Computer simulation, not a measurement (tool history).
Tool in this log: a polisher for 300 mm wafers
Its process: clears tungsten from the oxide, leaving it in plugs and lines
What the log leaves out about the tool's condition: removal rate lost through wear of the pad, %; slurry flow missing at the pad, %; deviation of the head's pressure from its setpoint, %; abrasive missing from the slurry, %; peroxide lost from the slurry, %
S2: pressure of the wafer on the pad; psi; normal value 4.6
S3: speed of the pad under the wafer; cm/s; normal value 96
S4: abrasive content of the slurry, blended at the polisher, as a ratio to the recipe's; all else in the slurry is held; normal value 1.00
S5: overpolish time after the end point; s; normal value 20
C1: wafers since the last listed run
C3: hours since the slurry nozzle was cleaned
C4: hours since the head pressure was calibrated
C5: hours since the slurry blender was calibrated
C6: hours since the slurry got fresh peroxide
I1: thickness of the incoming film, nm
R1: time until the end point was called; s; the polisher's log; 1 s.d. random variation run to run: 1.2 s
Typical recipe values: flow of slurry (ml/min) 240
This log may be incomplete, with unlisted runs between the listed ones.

Run 1, hour 0.0: usual settings; C1 0; wafers polished on this pad 1761; C3 341.1; C4 657.3; C5 111.9; C6 191.5; I1 360.1. Result: R1 80.8 s.
At hour 47.9: head pressure recalibrated.
Run 2, hour 82.7: usual settings; C1 725; wafers polished on this pad 2487; C3 423.8; C4 34.8; C5 194.6; C6 274.2; I1 363.1. Result: R1 85.6 s.
At hour 155.3: worn pad replaced by a new one.
Run 3, hour 190.1: usual settings; C1 929; wafers polished on this pad 312; C3 531.2; C4 142.2; C5 302.0; C6 381.6; I1 360.2. Result: R1 85.9 s.
At hour 193.3: slurry tank refilled with fresh slurry and peroxide.
At hour 208.9: slurry blender recalibrated.
Run 4, hour 267.2: usual settings; C1 665; wafers polished on this pad 978; C3 608.3; C4 219.3; C5 58.3; C6 73.9; I1 364.0. Result: R1 81.9 s.
Run 5, hour 310.4: usual settings; C1 388; wafers polished on this pad 1366; C3 651.5; C4 262.5; C5 101.5; C6 117.1; I1 359.7. Result: R1 81.2 s.
At hour 330.3: slurry nozzle cleaned.
Run 6, hour 363.8: usual settings; C1 470; wafers polished on this pad 1837; C3 33.5; C4 315.9; C5 154.9; C6 170.5; I1 356.3. Result: R1 84.3 s.
Run 7, hour 413.2: usual settings; C1 443; wafers polished on this pad 2281; C3 82.9; C4 365.3; C5 204.3; C6 219.9; I1 362.5. Result: R1 85.6 s.
At hour 505.0: worn pad replaced by a new one.
At hour 509.9: slurry tank refilled with fresh slurry and peroxide.
Run 8, hour 518.5: usual settings; C1 901; wafers polished on this pad 112; C3 188.2; C4 470.6; C5 309.6; C6 8.6; I1 358.9. Result: R1 84.2 s.
Run 9, hour 564.5: usual settings but S5 29 s; C1 413; wafers polished on this pad 525; C3 234.2; C4 516.6; C5 355.6; C6 54.6; I1 354.3. Result: R1 85.0 s.
At hour 586.8: slurry blender recalibrated.
Run 10, hour 668.8: usual settings but S5 29 s; C1 919; wafers polished on this pad 1445; C3 338.5; C4 620.9; C5 82.0; C6 158.9; I1 354.6. Result: R1 80.6 s.
At hour 672.6: head pressure recalibrated.
Run 11, hour 762.4: usual settings but S5 23 s; C1 823; wafers polished on this pad 2268; C3 432.1; C4 89.8; C5 175.6; C6 252.5; I1 360.4. Result: R1 85.5 s.
Run 12, hour 806.1: usual settings but flow of slurry (ml/min) 175, S2 4.1 psi, S3 104 cm/s, S4 1.15; C1 392; wafers polished on this pad 2661; C3 475.8; C4 133.5; C5 219.3; C6 296.2; I1 360.2. Result: R1 88.2 s.
At hour 841.5: worn pad replaced by a new one.
At hour 876.0: slurry tank refilled with fresh slurry and peroxide.
At hour 889.1: slurry nozzle cleaned.
At hour 901.0: slurry blender recalibrated.
Run 13, hour 911.5: usual settings but S2 5.5 psi, S5 10 s; C1 875; wafers polished on this pad 593; C3 22.4; C4 238.9; C5 10.5; C6 35.5; I1 365.3. Result: R1 70.1 s.
Run 14, hour 989.3: usual settings but flow of slurry (ml/min) 200, S2 5.1 psi; C1 699; wafers polished on this pad 1292; C3 100.2; C4 316.7; C5 88.3; C6 113.3; I1 363.0. Result: R1 77.7 s.
Run 15, hour 1031.9: usual settings but S4 1.15; C1 382; wafers polished on this pad 1675; C3 142.8; C4 359.3; C5 130.9; C6 155.9; I1 359.2. Result: R1 80.2 s.
Run 16, hour 1090.6: usual settings but flow of slurry (ml/min) 180, S3 118 cm/s, S4 0.90, S5 15 s; C1 527; wafers polished on this pad 2202; C3 201.5; C4 418.0; C5 189.6; C6 214.6; I1 365.6. Result: R1 75.3 s.
Run 17, hour 1127.4: usual settings; C1 330; wafers polished on this pad 2533; C3 238.3; C4 454.8; C5 226.4; C6 251.4; I1 359.6. Result: R1 84.1 s.
At hour 1157.0: worn pad replaced by a new one.
Run 18, hour 1207.4: usual settings but S4 1.15, S5 10 s; C1 682; wafers polished on this pad 452; C3 318.3; C4 534.8; C5 306.4; C6 331.4; I1 363.5. Result: R1 85.0 s.
At hour 1226.2: slurry tank refilled with fresh slurry and peroxide.
At hour 1263.5: head pressure recalibrated.
At hour 1272.7: slurry blender recalibrated.
Run 19, hour 1298.7: usual settings but flow of slurry (ml/min) 180, S3 122 cm/s, S5 27 s; C1 775; wafers polished on this pad 1227; C3 409.6; C4 35.2; C5 26.0; C6 72.5; I1 357.1. Result: R1 63.1 s.
Run 20, hour 1337.7: usual settings but S3 82 cm/s, S5 11 s; C1 350; wafers polished on this pad 1578; C3 448.6; C4 74.2; C5 65.0; C6 111.5; I1 356.5. Result: R1 92.8 s.
Run 21, hour 1417.2: usual settings but S2 6.1 psi, S4 1.15; C1 714; wafers polished on this pad 2292; C3 528.1; C4 153.7; C5 144.5; C6 191.0; I1 358.7. Result: R1 64.1 s.
At hour 1468.4: worn pad replaced by a new one.
Run 22, hour 1504.0: usual settings; C1 744; wafers polished on this pad 319; C3 614.9; C4 240.5; C5 231.3; C6 277.8; I1 352.6. Result: R1 83.0 s.
At hour 1590.8: slurry blender recalibrated.
At hour 1595.8: slurry nozzle cleaned.
Run 23, hour 1597.9: usual settings but S3 104 cm/s; C1 816; wafers polished on this pad 1136; C3 2.1; C4 334.4; C5 7.1; C6 371.7; I1 364.4. Result: R1 74.8 s.
At hour 1625.0: slurry tank refilled with fresh slurry and peroxide.
Run 24, hour 1636.3: usual settings but S5 29 s; C1 336; wafers polished on this pad 1472; C3 40.5; C4 372.8; C5 45.5; C6 11.3; I1 362.0. Result: R1 83.6 s.

Branching from run 24: 5 alternative next runs. What would each branch give?
Run A, hour 1636.8: usual settings but S3 76 cm/s; C1 4; wafers polished on this pad 1476; C3 41.0; C4 373.3; C5 46.0; C6 11.8; I1 355.2. Result: R1 ?.
Run B, hour 1636.8: usual settings but S3 66 cm/s, S5 27 s; C1 4; wafers polished on this pad 1476; C3 41.0; C4 373.3; C5 46.0; C6 11.8; I1 355.2. Result: R1 ?.
Run C, hour 1636.8: usual settings but S3 70 cm/s, S4 1.10, S5 25 s; C1 4; wafers polished on this pad 1476; C3 41.0; C4 373.3; C5 46.0; C6 11.8; I1 355.2. Result: R1 ?.
Run D, hour 1636.8: usual settings but S2 6.0 psi; C1 4; wafers polished on this pad 1476; C3 41.0; C4 373.3; C5 46.0; C6 11.8; I1 355.2. Result: R1 ?.
Run E, hour 1636.8: usual settings but S2 5.7 psi, S3 116 cm/s; C1 4; wafers polished on this pad 1476; C3 41.0; C4 373.3; C5 46.0; C6 11.8; I1 355.2. Result: R1 ?.

run     R1
  A   98.6
  B  113.5
  C  104.9
  D   62.3
  E   53.9
Take away the tool's hidden state, keep each run's random variation, and the runs would have read:
run     R1
  A   94.8
  B  109.2
  C  100.8
  D   59.9
  E   51.8
